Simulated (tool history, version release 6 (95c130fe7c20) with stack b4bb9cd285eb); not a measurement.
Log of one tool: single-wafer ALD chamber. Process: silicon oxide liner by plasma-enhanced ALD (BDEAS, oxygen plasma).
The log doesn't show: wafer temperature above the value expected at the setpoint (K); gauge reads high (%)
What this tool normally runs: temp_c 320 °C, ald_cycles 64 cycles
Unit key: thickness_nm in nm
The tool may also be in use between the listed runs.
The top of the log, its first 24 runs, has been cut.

| run | day | temp_c | ald_cycles | wafers since the last listed run | hours since the last thermocouple change | hours since the gauge calibration | read-back reference wafer on the same gauge, thickness_nm | thickness_nm |
|---|---|---|---|---|---|---|---|---|
| 25 | 73.521 | 320 | 55 | 444 | 960.5 | 398.4 | 4.884 | 5.218 |
| 26 | 77.912 | 330 | 55 | 589 | 1065.9 | 503.8 | 4.88 | 5.13 |
| 27 | 79.567 | 306 | 64 | 222 | 1105.6 | 543.5 | 4.88 | 6.158 |
|  | 81.212 | thermocouple changed; heater temperature recalibrated |
| 28 | 81.783 | 312 | 56 | 252 | 13.7 | 596.7 | 4.88 | 5.404 |
| 29 | 85.829 | 310 | 73 | 542 | 110.8 | 693.8 | 4.878 | 7.039 |
| 30 | 89.05 | 327 | 67 | 432 | 188.1 | 771.1 | 4.882 | 6.271 |
| 31 | 92.846 | 320 | 59 | 509 | 279.2 | 862.2 | 4.878 | 5.568 |
| 32 | 95.938 | 334 | 53 | 414 | 353.4 | 936.4 | 4.88 | 4.894 |
| 33 | 98.433 | 326 | 54 | 334 | 413.3 | 996.3 | 4.883 | 5.042 |
| 34 | 101.162 | 320 | 64 | 366 | 478.8 | 1061.8 | 4.88 | 6.03 |
| 35 | 103.279 | 320 | 64 | 284 | 529.6 | 1112.6 | 4.878 | 6.06 |

Here are 5 independent what-if runs from the current tool condition. What would each one return?
| A | 103.3 | 316 | 64 | 2 | 530.1 | 1113.1 | ? | ? |
| B | 103.3 | 327 | 64 | 2 | 530.1 | 1113.1 | ? | ? |
| C | 103.3 | 311 | 57 | 2 | 530.1 | 1113.1 | ? | ? |
| D | 103.3 | 326 | 72 | 2 | 530.1 | 1113.1 | ? | ? |
| E | 103.3 | 310 | 75 | 2 | 530.1 | 1113.1 | ? | ? |

| run | read-back reference wafer on the same gauge, thickness_nm | thickness_nm |
|---|---|---|
| A | 4.879 | 6.084 |
| B | 4.879 | 5.979 |
| C | 4.879 | 5.461 |
| D | 4.879 | 6.738 |
| E | 4.879 | 7.197 |
The same runs, with their run-to-run variation unchanged, on a tool lacking any hidden condition would have given:
| run | thickness_nm |
|---|---|
| A | 6.13 |
| B | 6.025 |
| C | 5.502 |
| D | 6.789 |
| E | 7.251 |
